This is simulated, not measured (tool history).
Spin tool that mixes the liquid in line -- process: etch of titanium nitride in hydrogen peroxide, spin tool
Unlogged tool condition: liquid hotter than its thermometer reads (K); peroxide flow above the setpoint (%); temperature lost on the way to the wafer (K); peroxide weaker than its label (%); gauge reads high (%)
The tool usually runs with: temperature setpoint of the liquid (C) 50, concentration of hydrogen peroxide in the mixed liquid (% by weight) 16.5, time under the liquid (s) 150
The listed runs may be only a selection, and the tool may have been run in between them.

| run | hour | temperature setpoint of the liquid (C) | concentration of hydrogen peroxide in the mixed liquid (% by weight) | time under the liquid (s) | wafers since the last listed run | hours since the thermometer was replaced | hours since the peroxide flow meter was replaced | hours since the heated supply line was repaired | hours since the drum of peroxide was connected | hours since the gauge calibration | read-back film thickness of the titanium nitride reference wafer, read on the same gauge (nm) | thickness taken off the titanium nitride on a monitor wafer (angstrom) |
|---|---|---|---|---|---|---|---|---|---|---|---|---|
| 1 | 0 | 50 | 16.5 | 150 | 0 | 213.5 | 241.2 | 1331.5 | 757.4 | 970 | 70.009 | 45.4 |
| 2 | 150.3 | 50 | 16.5 | 150 | 888 | 363.8 | 391.5 | 1481.8 | 907.7 | 1120.3 | 69.992 | 46.13 |
| 3 | 209.9 | 50 | 16.5 | 150 | 352 | 423.4 | 451.1 | 1541.4 | 967.3 | 1179.9 | 69.995 | 45.69 |
| 4 | 273.4 | 50 | 16.5 | 150 | 375 | 486.9 | 514.6 | 1604.9 | 1030.8 | 1243.4 | 70.012 | 46.58 |
| 5 | 332.1 | 50 | 16.5 | 150 | 346 | 545.6 | 573.3 | 1663.6 | 1089.5 | 1302.1 | 70.001 | 46.55 |
|  | 352.4 | peroxide flow meter replaced |
| 6 | 402.7 | 50 | 16.5 | 150 | 411 | 616.2 | 50.3 | 1734.2 | 1160.1 | 1372.7 | 69.972 | 46.75 |
|  | 436.7 | gauge calibrated |
| 7 | 440 | 50 | 16.5 | 150 | 220 | 653.5 | 87.6 | 1771.5 | 1197.4 | 3.3 | 69.994 | 47.09 |
|  | 472.1 | new drum of peroxide connected |
| 8 | 503.1 | 50 | 16.5 | 150 | 367 | 716.6 | 150.7 | 1834.6 | 31 | 66.4 | 70.001 | 47.46 |
| 9 | 543.6 | 45.5 | 16.5 | 90 | 239 | 757.1 | 191.2 | 1875.1 | 71.5 | 106.9 | 70.027 | 20.7 |
| 10 | 568.1 | 45.5 | 16.5 | 90 | 144 | 781.6 | 215.7 | 1899.6 | 96 | 131.4 | 69.958 | 20.53 |
| 11 | 594.8 | 45.5 | 16.5 | 90 | 157 | 808.3 | 242.4 | 1926.3 | 122.7 | 158.1 | 70.044 | 20.85 |
| 12 | 635.5 | 50 | 16.5 | 150 | 240 | 849 | 283.1 | 1967 | 163.4 | 198.8 | 70.049 | 47.82 |
| 13 | 676 | 54 | 20 | 95 | 239 | 889.5 | 323.6 | 2007.5 | 203.9 | 239.3 | 70.009 | 41.98 |
| 14 | 722.6 | 44 | 12.5 | 150 | 275 | 936.1 | 370.2 | 2054.1 | 250.5 | 285.9 | 69.992 | 29.22 |
| 15 | 792.6 | 45.5 | 16.5 | 90 | 413 | 1006.1 | 440.2 | 2124.1 | 320.5 | 355.9 | 69.971 | 20.89 |
| 16 | 837.2 | 42.5 | 14.5 | 120 | 263 | 1050.7 | 484.8 | 2168.7 | 365.1 | 400.5 | 70.02 | 21.68 |
| 17 | 904.2 | 50 | 12.5 | 150 | 396 | 1117.7 | 551.8 | 2235.7 | 432.1 | 467.5 | 70.003 | 45.87 |
| 18 | 936 | 50 | 20.5 | 150 | 187 | 1149.5 | 583.6 | 2267.5 | 463.9 | 499.3 | 69.979 | 50.76 |
|  | 958.6 | peroxide flow meter replaced |
| 19 | 986.2 | 50 | 16.5 | 150 | 290 | 1199.7 | 27.6 | 2317.7 | 514.1 | 549.5 | 70.025 | 49.11 |
|  | 994.8 | thermometer replaced |
| 20 | 1028.7 | 40.5 | 16.5 | 175 | 245 | 33.9 | 70.1 | 2360.2 | 556.6 | 592 | 69.972 | 26.07 |
|  | 1060.1 | heated supply line repaired |
| 21 | 1113 | 50 | 16.5 | 195 | 492 | 118.2 | 154.4 | 52.9 | 640.9 | 676.3 | 70.012 | 59.79 |
| 22 | 1183.2 | 41.5 | 16.5 | 150 | 414 | 188.4 | 224.6 | 123.1 | 711.1 | 746.5 | 70.002 | 24.24 |
| 23 | 1209 | 42 | 12 | 150 | 152 | 214.2 | 250.4 | 148.9 | 736.9 | 772.3 | 70.032 | 23.81 |
| 24 | 1259.4 | 50 | 16.5 | 150 | 297 | 264.6 | 300.8 | 199.3 | 787.3 | 822.7 | 70.003 | 45.89 |
| 25 | 1326.2 | 46.5 | 13.5 | 225 | 394 | 331.4 | 367.6 | 266.1 | 854.1 | 889.5 | 69.983 | 52.22 |
| 26 | 1352.4 | 50 | 16.5 | 150 | 154 | 357.6 | 393.8 | 292.3 | 880.3 | 915.7 | 69.969 | 46.37 |

3 options for the next run, each taken on its own from the tool as it stands now. Forecast them:
| A | 1352.9 | 50 | 16.5 | 150 | 2 | 358.1 | 394.3 | 292.8 | 880.8 | 916.2 | ? | ? |
| B | 1352.9 | 50 | 20 | 85 | 2 | 358.1 | 394.3 | 292.8 | 880.8 | 916.2 | ? | ? |
| C | 1352.9 | 41 | 19.5 | 180 | 2 | 358.1 | 394.3 | 292.8 | 880.8 | 916.2 | ? | ? |

| run | read-back film thickness of the titanium nitride reference wafer, read on the same gauge (nm) | thickness taken off the titanium nitride on a monitor wafer (angstrom) |
|---|---|---|
| A | 70 | 45.96 |
| B | 70 | 27.13 |
| C | 70 | 29.36 |
Take away the tool's hidden state, keep each run's random variation, and the runs would have read:
| run | thickness taken off the titanium nitride on a monitor wafer (angstrom) |
|---|---|
| A | 43.92 |
| B | 25.93 |
| C | 27.98 |
